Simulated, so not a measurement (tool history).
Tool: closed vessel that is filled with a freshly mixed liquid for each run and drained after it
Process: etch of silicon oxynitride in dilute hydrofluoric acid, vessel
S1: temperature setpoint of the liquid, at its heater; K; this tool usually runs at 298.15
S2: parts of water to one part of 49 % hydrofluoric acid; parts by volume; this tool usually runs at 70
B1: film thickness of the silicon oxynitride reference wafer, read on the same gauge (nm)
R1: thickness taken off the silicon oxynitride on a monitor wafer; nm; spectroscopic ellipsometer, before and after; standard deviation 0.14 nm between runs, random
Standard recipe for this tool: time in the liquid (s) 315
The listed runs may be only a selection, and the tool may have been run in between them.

Run 1, hour 0: usual settings; B1 120.01. Result: R1 16.85 nm.
Run 2, hour 43.3: usual settings; B1 120. Result: R1 16.81 nm.
Run 3, hour 110.2: usual settings; B1 120. Result: R1 16.62 nm.
Run 4, hour 299.3: usual settings; B1 119.97. Result: R1 17.07 nm.
Run 5, hour 345.4: usual settings; B1 120. Result: R1 16.89 nm.
Run 6, hour 432.4: usual settings; B1 120. Result: R1 17.18 nm.
Run 7, hour 522.1: usual settings; B1 120. Result: R1 17.47 nm.
At hour 569.2: thermometer replaced.
At hour 598: hydrofluoric acid flow meter replaced.
Run 8, hour 599: usual settings; B1 120. Result: R1 15.63 nm.
Run 9, hour 660.9: usual settings but S1 300.65 K, S2 90 parts by volume, time in the liquid (s) 395; B1 120.02. Result: R1 16.94 nm.
Run 10, hour 740.5: usual settings but S1 293.65 K, S2 100 parts by volume, time in the liquid (s) 195; B1 119.99. Result: R1 5.39 nm.
Run 11, hour 785.3: usual settings but S1 300.15 K, S2 55 parts by volume, time in the liquid (s) 220; B1 119.98. Result: R1 15.86 nm.
At hour 838.1: gauge calibrated.
Run 12, hour 867.6: usual settings; B1 120. Result: R1 16.03 nm.
Run 13, hour 908.4: usual settings; B1 119.98. Result: R1 15.94 nm.

Run 14 has not been measured yet. What should we expect?
Run 14, hour 985.1: usual settings but S1 301.15 K, S2 105 parts by volume, time in the liquid (s) 155; B1 ?. Result: R1 ?.

B1: 119.99
R1: 5.81 nm
If the tool had no hidden condition, the same run with the same run-to-run variation would have returned R1 5.68 nm.

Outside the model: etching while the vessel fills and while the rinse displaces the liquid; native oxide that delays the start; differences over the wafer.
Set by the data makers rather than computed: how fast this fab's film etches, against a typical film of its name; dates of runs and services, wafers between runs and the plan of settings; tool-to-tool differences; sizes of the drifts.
